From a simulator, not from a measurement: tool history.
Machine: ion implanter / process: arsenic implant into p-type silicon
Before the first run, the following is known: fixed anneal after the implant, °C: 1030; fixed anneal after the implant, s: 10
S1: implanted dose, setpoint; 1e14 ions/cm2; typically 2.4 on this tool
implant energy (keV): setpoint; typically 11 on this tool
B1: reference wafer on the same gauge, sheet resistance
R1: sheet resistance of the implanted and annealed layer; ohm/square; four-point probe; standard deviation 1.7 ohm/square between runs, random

Run 1, hour 0: usual settings but implant energy (keV) 13.5; B1 295.74. Result: R1 353.21 ohm/square.
Run 2, hour 71.5: usual settings but S1 2.74 1e14 ions/cm2; B1 295.26. Result: R1 322.77 ohm/square.
Run 3, hour 145.3: usual settings but S1 2.74 1e14 ions/cm2; B1 294.24. Result: R1 322.15 ohm/square.
Run 4, hour 232.8: usual settings; B1 293.89. Result: R1 353.4 ohm/square.
Run 5, hour 302.1: usual settings but implant energy (keV) 9; B1 292.93. Result: R1 361.3 ohm/square.
Run 6, hour 354: usual settings but implant energy (keV) 12.5; B1 292.29. Result: R1 349.91 ohm/square.
Run 7, hour 418.1: usual settings but implant energy (keV) 12.5; B1 291.2. Result: R1 352.31 ohm/square.
Run 8, hour 493.6: usual settings; B1 289.94. Result: R1 350.56 ohm/square.
Run 9, hour 568.6: usual settings; B1 289.08. Result: R1 349.89 ohm/square.
Run 10, hour 656.8: usual settings; B1 287.74. Result: R1 350.76 ohm/square.
At hour 679.5: Faraday cup replaced and dose calibrated.
Run 11, hour 718: usual settings; B1 286.67. Result: R1 348.06 ohm/square.
At hour 738.2: gauge calibrated.
Run 12, hour 797.4: usual settings but S1 1.91 1e14 ions/cm2, implant energy (keV) 9.5; B1 301.53. Result: R1 445.28 ohm/square.
At hour 822.9: extraction supply calibrated.
Run 13, hour 841.3: usual settings but S1 1.91 1e14 ions/cm2, implant energy (keV) 9.5; B1 301.97. Result: R1 442.5 ohm/square.
Run 14, hour 912.1: usual settings but S1 1.91 1e14 ions/cm2, implant energy (keV) 9.5; B1 301.87. Result: R1 445.76 ohm/square.
Run 15, hour 952.1: usual settings but S1 1.96 1e14 ions/cm2; B1 301.56. Result: R1 427 ohm/square.
Run 16, hour 1012.4: usual settings but S1 2.21 1e14 ions/cm2, implant energy (keV) 8.5; B1 302. Result: R1 397.45 ohm/square.
Run 17, hour 1097.6: usual settings but S1 1.93 1e14 ions/cm2, implant energy (keV) 12.5; B1 300.99. Result: R1 423.9 ohm/square.
Run 18, hour 1135.1: usual settings but S1 1.96 1e14 ions/cm2; B1 301.59. Result: R1 429.34 ohm/square.
Run 19, hour 1218.2: usual settings but S1 2.85 1e14 ions/cm2, implant energy (keV) 9.5; B1 300.97. Result: R1 323.45 ohm/square.

The next listed run, before its measurement:
Run 20, hour 1258.7: usual settings but implant energy (keV) 8.5; B1 ?. Result: R1 ?.

{"run 20": {"B1": 301.11, "R1": 373.19}}
Without the tool's hidden state the same run would have given R1 372.44 ohm/square.

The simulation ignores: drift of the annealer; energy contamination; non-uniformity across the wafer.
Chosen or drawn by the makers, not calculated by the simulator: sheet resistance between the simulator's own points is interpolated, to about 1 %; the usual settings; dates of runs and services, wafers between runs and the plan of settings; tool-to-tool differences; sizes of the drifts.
